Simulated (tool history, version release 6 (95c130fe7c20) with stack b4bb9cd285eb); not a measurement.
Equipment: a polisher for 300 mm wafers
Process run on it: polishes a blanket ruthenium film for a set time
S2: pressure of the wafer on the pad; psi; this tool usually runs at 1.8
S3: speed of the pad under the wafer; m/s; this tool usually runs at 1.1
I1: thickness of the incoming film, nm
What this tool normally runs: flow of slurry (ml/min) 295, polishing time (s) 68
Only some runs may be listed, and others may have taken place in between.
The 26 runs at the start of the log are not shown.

Run 27, hour 336.9: usual settings; I1 303.3. Result: film removed (nm) 64.6.
Run 28, hour 350: usual settings but flow of slurry (ml/min) 385, S2 1.5 psi; I1 300.1. Result: film removed (nm) 58.2.
Run 29, hour 360.3: usual settings but flow of slurry (ml/min) 245, S2 1.3 psi, S3 0.92 m/s, polishing time (s) 77; I1 303.9. Result: film removed (nm) 47.1.
At hour 364.4: worn pad replaced by a new one.
Run 30, hour 373.7: usual settings but S3 1.22 m/s; I1 295.2. Result: film removed (nm) 71.2.
Run 31, hour 382.7: usual settings but flow of slurry (ml/min) 360, S2 2 psi, S3 0.9 m/s, polishing time (s) 44; I1 305.2. Result: film removed (nm) 37.9.
Run 32, hour 390.9: usual settings but flow of slurry (ml/min) 265, S2 2 psi, polishing time (s) 61; I1 302.7. Result: film removed (nm) 61.7.
Run 33, hour 405.7: usual settings but S2 1.2 psi, polishing time (s) 53; I1 297.4. Result: film removed (nm) 36.4.
Run 34, hour 419.4: usual settings but flow of slurry (ml/min) 245, polishing time (s) 62; I1 300.6. Result: film removed (nm) 55.2.
Run 35, hour 425.7: usual settings but polishing time (s) 83; I1 304.7. Result: film removed (nm) 77.4.
Run 36, hour 436.3: usual settings but S2 2.1 psi, S3 1.48 m/s, polishing time (s) 90; I1 299.4. Result: film removed (nm) 126.6.
Run 37, hour 453.6: usual settings but flow of slurry (ml/min) 215, S2 2.1 psi, S3 1.46 m/s, polishing time (s) 83; I1 298.5. Result: film removed (nm) 106.7.

Predict each of these 4 candidate next runs independently; none follows another, all start after run 37:
Run A, hour 454: usual settings but flow of slurry (ml/min) 345; I1 301.9. Result: film removed (nm) ?.
Run B, hour 454: usual settings but flow of slurry (ml/min) 355, S3 0.72 m/s; I1 301.9. Result: film removed (nm) ?.
Run C, hour 454: usual settings but flow of slurry (ml/min) 340, S3 1.34 m/s; I1 301.9. Result: film removed (nm) ?.
Run D, hour 454: usual settings but S2 1.3 psi, S3 0.82 m/s, polishing time (s) 78; I1 301.9. Result: film removed (nm) ?.

run  film removed (nm)
  A               63.8
  B               42.1
  C               77.5
  D               42.6
With no hidden state in the tool, these same runs would have given:
run  film removed (nm)
  A               66.3
  B               43.7
  C               80.5
  D               44.5
